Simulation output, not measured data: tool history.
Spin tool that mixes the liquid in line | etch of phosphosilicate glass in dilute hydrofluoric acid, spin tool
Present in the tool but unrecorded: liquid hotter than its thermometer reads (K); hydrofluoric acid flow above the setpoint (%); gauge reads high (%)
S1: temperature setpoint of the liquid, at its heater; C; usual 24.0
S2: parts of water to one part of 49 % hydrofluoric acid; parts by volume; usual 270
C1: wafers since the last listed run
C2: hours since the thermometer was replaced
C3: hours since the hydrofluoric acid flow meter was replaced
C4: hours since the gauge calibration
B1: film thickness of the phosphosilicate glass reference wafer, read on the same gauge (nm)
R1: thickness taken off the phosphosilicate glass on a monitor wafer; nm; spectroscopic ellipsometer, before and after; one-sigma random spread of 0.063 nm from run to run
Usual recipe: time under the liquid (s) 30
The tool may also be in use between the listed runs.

run 1 day=0.000 | S1=24.0 S2=270 time_under_the_liquid_(s)=30 | C1=0 C2=717.7 C3=539.4 C4=155.6 | B1=99.96 | R1=9.77
run 2 day=3.604 | S1=24.0 S2=320 time_under_the_liquid_(s)=30 | C1=1045 C2=804.2 C3=625.9 C4=242.1 | B1=100.01 | R1=7.86
run 3 day=5.992 | S1=24.0 S2=320 time_under_the_liquid_(s)=30 | C1=692 C2=861.5 C3=683.2 C4=299.4 | B1=99.98 | R1=7.86
run 4 day=10.929 | S1=24.0 S2=270 time_under_the_liquid_(s)=30 | C1=1431 C2=980.0 C3=801.7 C4=417.9 | B1=100.04 | R1=9.92
run 5 day=13.117 | S1=24.0 S2=270 time_under_the_liquid_(s)=15 | C1=634 C2=1032.5 C3=854.2 C4=470.4 | B1=99.97 | R1=4.98
run 6 day=14.883 | S1=22.0 S2=270 time_under_the_liquid_(s)=30 | C1=512 C2=1074.9 C3=896.6 C4=512.8 | B1=100.01 | R1=9.31
run 7 day=18.150 | S1=24.0 S2=345 time_under_the_liquid_(s)=25 | C1=947 C2=1153.3 C3=975.0 C4=591.2 | B1=99.98 | R1=6.03
run 8 day=21.188 | S1=24.0 S2=345 time_under_the_liquid_(s)=25 | C1=880 C2=1226.2 C3=1047.9 C4=664.1 | B1=99.93 | R1=6.09
-- day=24.571 thermometer replaced
run 9 day=25.442 | S1=24.0 S2=345 time_under_the_liquid_(s)=25 | C1=1221 C2=20.9 C3=1150.0 C4=766.2 | B1=100.05 | R1=5.63
run 10 day=28.050 | S1=24.0 S2=270 time_under_the_liquid_(s)=30 | C1=756 C2=83.5 C3=1212.6 C4=828.8 | B1=100.01 | R1=9.29
run 11 day=30.517 | S1=24.0 S2=270 time_under_the_liquid_(s)=30 | C1=715 C2=142.7 C3=1271.8 C4=888.0 | B1=100.02 | R1=9.30
run 12 day=34.921 | S1=24.0 S2=270 time_under_the_liquid_(s)=30 | C1=1277 C2=248.4 C3=1377.5 C4=993.7 | B1=100.02 | R1=9.41
run 13 day=38.992 | S1=24.0 S2=270 time_under_the_liquid_(s)=25 | C1=1180 C2=346.1 C3=1475.2 C4=1091.4 | B1=99.98 | R1=7.95
run 14 day=49.742 | S1=24.0 S2=270 time_under_the_liquid_(s)=25 | C1=3117 C2=604.1 C3=1733.2 C4=1349.4 | B1=100.03 | R1=7.98
-- day=50.992 gauge calibrated
run 15 day=52.525 | S1=25.5 S2=270 time_under_the_liquid_(s)=30 | C1=807 C2=670.9 C3=1800.0 C4=36.8 | B1=99.99 | R1=10.26
-- day=55.575 hydrofluoric acid flow meter replaced
run 16 day=55.633 | S1=24.0 S2=270 time_under_the_liquid_(s)=30 | C1=889 C2=745.5 C3=1.4 C4=111.4 | B1=100.04 | R1=9.68
run 17 day=60.075 | S1=27.0 S2=345 time_under_the_liquid_(s)=30 | C1=1287 C2=852.1 C3=108.0 C4=218.0 | B1=100.00 | R1=7.77
run 18 day=73.358 | S1=21.0 S2=365 time_under_the_liquid_(s)=45 | C1=3851 C2=1170.9 C3=426.8 C4=536.8 | B1=100.01 | R1=9.08
run 19 day=75.592 | S1=24.0 S2=345 time_under_the_liquid_(s)=40 | C1=647 C2=1224.5 C3=480.4 C4=590.4 | B1=99.99 | R1=9.53
-- day=76.762 thermometer replaced
run 20 day=77.521 | S1=24.0 S2=165 time_under_the_liquid_(s)=30 | C1=547 C2=18.2 C3=526.7 C4=636.7 | B1=100.02 | R1=16.81
run 21 day=80.262 | S1=24.0 S2=270 time_under_the_liquid_(s)=30 | C1=794 C2=84.0 C3=592.5 C4=702.5 | B1=100.00 | R1=9.27
run 22 day=82.867 | S1=27.0 S2=270 time_under_the_liquid_(s)=30 | C1=755 C2=146.5 C3=655.0 C4=765.0 | B1=100.03 | R1=10.35
run 23 day=85.804 | S1=28.0 S2=270 time_under_the_liquid_(s)=30 | C1=851 C2=217.0 C3=725.5 C4=835.5 | B1=100.01 | R1=10.67
run 24 day=88.783 | S1=24.0 S2=270 time_under_the_liquid_(s)=30 | C1=863 C2=288.5 C3=797.0 C4=907.0 | B1=100.04 | R1=9.42
run 25 day=90.812 | S1=28.0 S2=380 time_under_the_liquid_(s)=15 | C1=588 C2=337.2 C3=845.7 C4=955.7 | B1=100.00 | R1=3.40
run 26 day=94.067 | S1=24.0 S2=310 time_under_the_liquid_(s)=15 | C1=943 C2=415.3 C3=923.8 C4=1033.8 | B1=100.05 | R1=3.99
run 27 day=98.462 | S1=24.0 S2=315 time_under_the_liquid_(s)=40 | C1=1274 C2=520.8 C3=1029.3 C4=1139.3 | B1=99.99 | R1=10.46
run 28 day=100.642 | S1=28.5 S2=270 time_under_the_liquid_(s)=30 | C1=631 C2=573.1 C3=1081.6 C4=1191.6 | B1=99.97 | R1=11.08

Forecast each of these 4 alternatives for the next run:
run A day=100.658 | S1=19.5 S2=270 time_under_the_liquid_(s)=30 | C1=4 C2=573.5 C3=1082.0 C4=1192.0 | B1=? | R1=?
run B day=100.658 | S1=29.0 S2=270 time_under_the_liquid_(s)=35 | C1=4 C2=573.5 C3=1082.0 C4=1192.0 | B1=? | R1=?
run C day=100.658 | S1=22.5 S2=270 time_under_the_liquid_(s)=30 | C1=4 C2=573.5 C3=1082.0 C4=1192.0 | B1=? | R1=?
run D day=100.658 | S1=22.0 S2=270 time_under_the_liquid_(s)=15 | C1=4 C2=573.5 C3=1082.0 C4=1192.0 | B1=? | R1=?

run=A B1=99.98 R1=8.22
run=B B1=99.98 R1=13.33
run=C B1=99.98 R1=9.16
run=D B1=99.98 R1=4.50
The same runs, with their run-to-run variation unchanged, on a tool lacking any hidden condition would have given:
run=A R1=7.85
run=B R1=12.80
run=C R1=8.76
run=D R1=4.30
